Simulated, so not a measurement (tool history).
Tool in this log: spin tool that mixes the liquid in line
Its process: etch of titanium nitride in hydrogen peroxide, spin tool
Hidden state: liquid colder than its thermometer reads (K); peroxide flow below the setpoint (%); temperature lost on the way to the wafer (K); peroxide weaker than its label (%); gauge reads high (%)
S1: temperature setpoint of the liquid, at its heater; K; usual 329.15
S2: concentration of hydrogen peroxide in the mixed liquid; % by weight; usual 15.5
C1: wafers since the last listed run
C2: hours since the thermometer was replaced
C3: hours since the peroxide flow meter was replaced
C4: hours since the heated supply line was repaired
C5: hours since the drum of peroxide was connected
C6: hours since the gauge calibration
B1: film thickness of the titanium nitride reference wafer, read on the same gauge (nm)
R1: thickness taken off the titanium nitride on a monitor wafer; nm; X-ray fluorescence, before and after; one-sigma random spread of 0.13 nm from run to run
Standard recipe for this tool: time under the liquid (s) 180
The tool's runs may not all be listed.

{"run": 1, "hour": 0.0, "S1": 329.15, "S2": 15.5, "time under the liquid (s)": 180, "C1": 0, "C2": 164.5, "C3": 840.7, "C4": 1229.2, "C5": 41.1, "C6": 254.4, "B1": 130.01, "R1": 15.92}
{"run": 2, "hour": 87.5, "S1": 329.15, "S2": 15.5, "time under the liquid (s)": 180, "C1": 486, "C2": 252.0, "C3": 928.2, "C4": 1316.7, "C5": 128.6, "C6": 341.9, "B1": 129.99, "R1": 15.88}
{"run": 3, "hour": 130.9, "S1": 329.15, "S2": 15.5, "time under the liquid (s)": 180, "C1": 241, "C2": 295.4, "C3": 971.6, "C4": 1360.1, "C5": 172.0, "C6": 385.3, "B1": 130.0, "R1": 15.9}
{"run": 4, "hour": 198.0, "S1": 329.15, "S2": 15.5, "time under the liquid (s)": 180, "C1": 372, "C2": 362.5, "C3": 1038.7, "C4": 1427.2, "C5": 239.1, "C6": 452.4, "B1": 130.0, "R1": 15.81}
{"run": 5, "hour": 302.4, "S1": 329.15, "S2": 17.5, "time under the liquid (s)": 265, "C1": 580, "C2": 466.9, "C3": 1143.1, "C4": 1531.6, "C5": 343.5, "C6": 556.8, "B1": 129.99, "R1": 23.67}
{"run": 6, "hour": 362.8, "S1": 329.15, "S2": 17.0, "time under the liquid (s)": 180, "C1": 335, "C2": 527.3, "C3": 1203.5, "C4": 1592.0, "C5": 403.9, "C6": 617.2, "B1": 130.0, "R1": 16.25}
{"run": 7, "hour": 432.5, "S1": 329.15, "S2": 15.5, "time under the liquid (s)": 245, "C1": 387, "C2": 597.0, "C3": 1273.2, "C4": 1661.7, "C5": 473.6, "C6": 686.9, "B1": 130.01, "R1": 21.3}
{"run": 8, "hour": 475.1, "S1": 329.15, "S2": 15.5, "time under the liquid (s)": 245, "C1": 236, "C2": 639.6, "C3": 1315.8, "C4": 1704.3, "C5": 516.2, "C6": 729.5, "B1": 129.97, "R1": 21.87}
{"run": 9, "hour": 537.8, "S1": 329.15, "S2": 15.5, "time under the liquid (s)": 180, "C1": 348, "C2": 702.3, "C3": 1378.5, "C4": 1767.0, "C5": 578.9, "C6": 792.2, "B1": 130.0, "R1": 15.88}
{"run": 10, "hour": 594.6, "S1": 329.15, "S2": 15.5, "time under the liquid (s)": 180, "C1": 315, "C2": 759.1, "C3": 1435.3, "C4": 1823.8, "C5": 635.7, "C6": 849.0, "B1": 129.99, "R1": 15.63}
{"run": 11, "hour": 645.2, "S1": 329.15, "S2": 15.5, "time under the liquid (s)": 180, "C1": 281, "C2": 809.7, "C3": 1485.9, "C4": 1874.4, "C5": 686.3, "C6": 899.6, "B1": 130.02, "R1": 15.83}
{"run": 12, "hour": 728.3, "S1": 322.65, "S2": 17.0, "time under the liquid (s)": 130, "C1": 461, "C2": 892.8, "C3": 1569.0, "C4": 1957.5, "C5": 769.4, "C6": 982.7, "B1": 130.0, "R1": 7.33}
{"run": 13, "hour": 797.6, "S1": 329.15, "S2": 15.5, "time under the liquid (s)": 145, "C1": 385, "C2": 962.1, "C3": 1638.3, "C4": 2026.8, "C5": 838.7, "C6": 1052.0, "B1": 129.99, "R1": 12.88}
{"hour": 802.0, "done": "gauge calibrated"}
{"hour": 807.4, "done": "peroxide flow meter replaced"}
{"hour": 839.2, "done": "new drum of peroxide connected"}
{"run": 14, "hour": 878.3, "S1": 319.15, "S2": 19.5, "time under the liquid (s)": 75, "C1": 437, "C2": 1042.8, "C3": 70.9, "C4": 2107.5, "C5": 39.1, "C6": 76.3, "B1": 130.02, "R1": 3.39}
{"hour": 890.0, "done": "thermometer replaced"}
{"run": 15, "hour": 947.2, "S1": 329.15, "S2": 18.0, "time under the liquid (s)": 135, "C1": 377, "C2": 57.2, "C3": 139.8, "C4": 2176.4, "C5": 108.0, "C6": 145.2, "B1": 130.01, "R1": 12.49}
{"run": 16, "hour": 1054.9, "S1": 329.15, "S2": 15.5, "time under the liquid (s)": 215, "C1": 598, "C2": 164.9, "C3": 247.5, "C4": 2284.1, "C5": 215.7, "C6": 252.9, "B1": 129.98, "R1": 18.88}
{"hour": 1093.4, "done": "heated supply line repaired"}
{"run": 17, "hour": 1154.6, "S1": 329.15, "S2": 15.5, "time under the liquid (s)": 245, "C1": 548, "C2": 264.6, "C3": 347.2, "C4": 61.2, "C5": 315.4, "C6": 352.6, "B1": 130.01, "R1": 21.28}
{"run": 18, "hour": 1218.9, "S1": 329.15, "S2": 15.5, "time under the liquid (s)": 180, "C1": 357, "C2": 328.9, "C3": 411.5, "C4": 125.5, "C5": 379.7, "C6": 416.9, "B1": 129.99, "R1": 15.9}
{"run": 19, "hour": 1282.1, "S1": 329.15, "S2": 17.0, "time under the liquid (s)": 150, "C1": 351, "C2": 392.1, "C3": 474.7, "C4": 188.7, "C5": 442.9, "C6": 480.1, "B1": 129.98, "R1": 13.64}
{"run": 20, "hour": 1362.4, "S1": 329.15, "S2": 15.5, "time under the liquid (s)": 180, "C1": 446, "C2": 472.4, "C3": 555.0, "C4": 269.0, "C5": 523.2, "C6": 560.4, "B1": 130.02, "R1": 15.87}
{"run": 21, "hour": 1435.2, "S1": 329.15, "S2": 15.5, "time under the liquid (s)": 180, "C1": 404, "C2": 545.2, "C3": 627.8, "C4": 341.8, "C5": 596.0, "C6": 633.2, "B1": 130.0, "R1": 15.94}
{"hour": 1508.6, "done": "new drum of peroxide connected"}
{"run": 22, "hour": 1531.8, "S1": 334.65, "S2": 14.0, "time under the liquid (s)": 180, "C1": 531, "C2": 641.8, "C3": 724.4, "C4": 438.4, "C5": 23.2, "C6": 729.8, "B1": 130.01, "R1": 23.05}
{"run": 23, "hour": 1603.5, "S1": 323.65, "S2": 13.5, "time under the liquid (s)": 230, "C1": 398, "C2": 713.5, "C3": 796.1, "C4": 510.1, "C5": 94.9, "C6": 801.5, "B1": 129.99, "R1": 13.54}

Take each entry between the runs: how does the hidden state at the last listed run before it differ from the hidden state at the first listed run after it?
Runs 13 to 14: gauge calibrated (hour 802.0); peroxide flow meter replaced (hour 807.4); new drum of peroxide connected (hour 839.2)
  nothing in the hidden state changes from one run to the other
Runs 14 to 15: thermometer replaced (hour 890.0)
  nothing in the hidden state changes from one run to the other
Runs 16 to 17: heated supply line repaired (hour 1093.4)
  nothing in the hidden state changes from one run to the other
Runs 21 to 22: new drum of peroxide connected (hour 1508.6)
  nothing in the hidden state changes from one run to the other

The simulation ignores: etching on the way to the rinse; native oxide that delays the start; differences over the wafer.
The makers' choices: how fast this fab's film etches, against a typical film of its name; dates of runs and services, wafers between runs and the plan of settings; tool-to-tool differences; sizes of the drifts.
